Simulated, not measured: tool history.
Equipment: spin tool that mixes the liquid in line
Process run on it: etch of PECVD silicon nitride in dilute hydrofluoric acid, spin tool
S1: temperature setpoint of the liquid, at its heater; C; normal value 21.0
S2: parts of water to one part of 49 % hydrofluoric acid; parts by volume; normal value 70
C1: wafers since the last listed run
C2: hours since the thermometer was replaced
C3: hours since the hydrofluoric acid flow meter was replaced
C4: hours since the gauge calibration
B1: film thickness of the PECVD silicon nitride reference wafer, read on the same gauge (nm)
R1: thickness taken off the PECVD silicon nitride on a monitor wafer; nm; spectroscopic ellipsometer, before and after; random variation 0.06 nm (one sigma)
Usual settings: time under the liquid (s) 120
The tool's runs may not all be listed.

run 1 day=0.000 | S1=21.0 S2=70 time_under_the_liquid_(s)=120 | C1=0 C2=665.3 C3=1340.4 C4=2259.8 | B1=49.99 | R1=7.29
run 2 day=3.825 | S1=21.0 S2=70 time_under_the_liquid_(s)=120 | C1=684 C2=757.1 C3=1432.2 C4=2351.6 | B1=50.01 | R1=7.16
run 3 day=6.638 | S1=21.0 S2=70 time_under_the_liquid_(s)=170 | C1=502 C2=824.6 C3=1499.7 C4=2419.1 | B1=50.00 | R1=10.33
run 4 day=10.192 | S1=21.0 S2=70 time_under_the_liquid_(s)=170 | C1=635 C2=909.9 C3=1585.0 C4=2504.4 | B1=49.97 | R1=10.35
run 5 day=17.833 | S1=22.0 S2=80 time_under_the_liquid_(s)=120 | C1=1366 C2=1093.3 C3=1768.4 C4=2687.8 | B1=50.01 | R1=6.78
run 6 day=20.179 | S1=21.0 S2=70 time_under_the_liquid_(s)=120 | C1=419 C2=1149.6 C3=1824.7 C4=2744.1 | B1=50.00 | R1=7.15
run 7 day=22.950 | S1=21.0 S2=70 time_under_the_liquid_(s)=120 | C1=495 C2=1216.1 C3=1891.2 C4=2810.6 | B1=49.99 | R1=7.27
-- day=24.658 gauge calibrated
run 8 day=25.296 | S1=21.0 S2=70 time_under_the_liquid_(s)=120 | C1=419 C2=1272.4 C3=1947.5 C4=15.3 | B1=50.02 | R1=7.37
run 9 day=29.288 | S1=21.0 S2=70 time_under_the_liquid_(s)=120 | C1=713 C2=1368.2 C3=2043.3 C4=111.1 | B1=50.01 | R1=7.35
run 10 day=33.154 | S1=21.0 S2=70 time_under_the_liquid_(s)=120 | C1=691 C2=1461.0 C3=2136.1 C4=203.9 | B1=50.02 | R1=7.21
run 11 day=36.958 | S1=25.5 S2=100 time_under_the_liquid_(s)=155 | C1=680 C2=1552.3 C3=2227.4 C4=295.2 | B1=50.03 | R1=8.66
run 12 day=39.917 | S1=25.5 S2=70 time_under_the_liquid_(s)=185 | C1=529 C2=1623.3 C3=2298.4 C4=366.2 | B1=49.99 | R1=15.23
run 13 day=42.692 | S1=18.5 S2=35 time_under_the_liquid_(s)=95 | C1=496 C2=1689.9 C3=2365.0 C4=432.8 | B1=50.00 | R1=9.45
run 14 day=44.683 | S1=22.5 S2=70 time_under_the_liquid_(s)=120 | C1=356 C2=1737.7 C3=2412.8 C4=480.6 | B1=49.98 | R1=7.87
-- day=46.150 hydrofluoric acid flow meter replaced
run 15 day=48.267 | S1=19.5 S2=95 time_under_the_liquid_(s)=190 | C1=633 C2=1823.7 C3=50.8 C4=566.6 | B1=49.98 | R1=7.94
run 16 day=51.950 | S1=19.0 S2=100 time_under_the_liquid_(s)=165 | C1=658 C2=1912.1 C3=139.2 C4=655.0 | B1=49.99 | R1=6.37
run 17 day=55.179 | S1=21.0 S2=45 time_under_the_liquid_(s)=180 | C1=577 C2=1989.6 C3=216.7 C4=732.5 | B1=50.02 | R1=17.40
run 18 day=57.046 | S1=23.5 S2=45 time_under_the_liquid_(s)=175 | C1=333 C2=2034.4 C3=261.5 C4=777.3 | B1=50.01 | R1=20.09
run 19 day=59.729 | S1=19.0 S2=40 time_under_the_liquid_(s)=165 | C1=479 C2=2098.8 C3=325.9 C4=841.7 | B1=49.98 | R1=15.29
-- day=60.067 thermometer replaced
run 20 day=62.654 | S1=21.0 S2=70 time_under_the_liquid_(s)=120 | C1=515 C2=62.1 C3=396.1 C4=911.9 | B1=49.99 | R1=7.48
run 21 day=65.271 | S1=24.0 S2=100 time_under_the_liquid_(s)=90 | C1=467 C2=124.9 C3=458.9 C4=974.7 | B1=50.00 | R1=4.77
run 22 day=66.938 | S1=18.0 S2=40 time_under_the_liquid_(s)=55 | C1=298 C2=164.9 C3=498.9 C4=1014.7 | B1=50.03 | R1=4.77
run 23 day=68.596 | S1=21.0 S2=50 time_under_the_liquid_(s)=90 | C1=296 C2=204.7 C3=538.7 C4=1054.5 | B1=49.97 | R1=7.69
run 24 day=71.154 | S1=17.0 S2=70 time_under_the_liquid_(s)=55 | C1=457 C2=266.1 C3=600.1 C4=1115.9 | B1=49.97 | R1=2.59
run 25 day=74.938 | S1=25.5 S2=45 time_under_the_liquid_(s)=85 | C1=676 C2=356.9 C3=690.9 C4=1206.7 | B1=50.00 | R1=10.97
run 26 day=76.604 | S1=21.0 S2=70 time_under_the_liquid_(s)=120 | C1=298 C2=396.9 C3=730.9 C4=1246.7 | B1=49.99 | R1=7.42
run 27 day=80.892 | S1=21.0 S2=70 time_under_the_liquid_(s)=120 | C1=766 C2=499.8 C3=833.8 C4=1349.6 | B1=50.00 | R1=7.40
run 28 day=83.246 | S1=21.0 S2=70 time_under_the_liquid_(s)=120 | C1=421 C2=556.3 C3=890.3 C4=1406.1 | B1=50.03 | R1=7.33
run 29 day=86.133 | S1=21.0 S2=45 time_under_the_liquid_(s)=120 | C1=516 C2=625.6 C3=959.6 C4=1475.4 | B1=49.98 | R1=11.41
run 30 day=90.192 | S1=19.5 S2=95 time_under_the_liquid_(s)=190 | C1=725 C2=723.0 C3=1057.0 C4=1572.8 | B1=49.98 | R1=7.77
run 31 day=92.154 | S1=21.0 S2=105 time_under_the_liquid_(s)=120 | C1=350 C2=770.1 C3=1104.1 C4=1619.9 | B1=49.94 | R1=4.95
run 32 day=96.029 | S1=21.0 S2=70 time_under_the_liquid_(s)=120 | C1=693 C2=863.1 C3=1197.1 C4=1712.9 | B1=50.03 | R1=7.30

Each row is a separate what-if for the run after 32, all from the same tool condition, not one after another. Results?
run A day=96.050 | S1=21.0 S2=70 time_under_the_liquid_(s)=145 | C1=3 C2=863.6 C3=1197.6 C4=1713.4 | B1=? | R1=?
run B day=96.050 | S1=24.0 S2=70 time_under_the_liquid_(s)=95 | C1=3 C2=863.6 C3=1197.6 C4=1713.4 | B1=? | R1=?
run C day=96.050 | S1=21.0 S2=70 time_under_the_liquid_(s)=140 | C1=3 C2=863.6 C3=1197.6 C4=1713.4 | B1=? | R1=?
run D day=96.050 | S1=25.5 S2=105 time_under_the_liquid_(s)=95 | C1=3 C2=863.6 C3=1197.6 C4=1713.4 | B1=? | R1=?

run=A B1=50.01 R1=8.95
run=B B1=50.01 R1=7.18
run=C B1=50.01 R1=8.64
run=D B1=50.01 R1=5.31
With the hidden condition removed and each run's random variation left untouched, the same runs would have given:
run=A R1=9.15
run=B R1=7.34
run=C R1=8.83
run=D R1=5.43
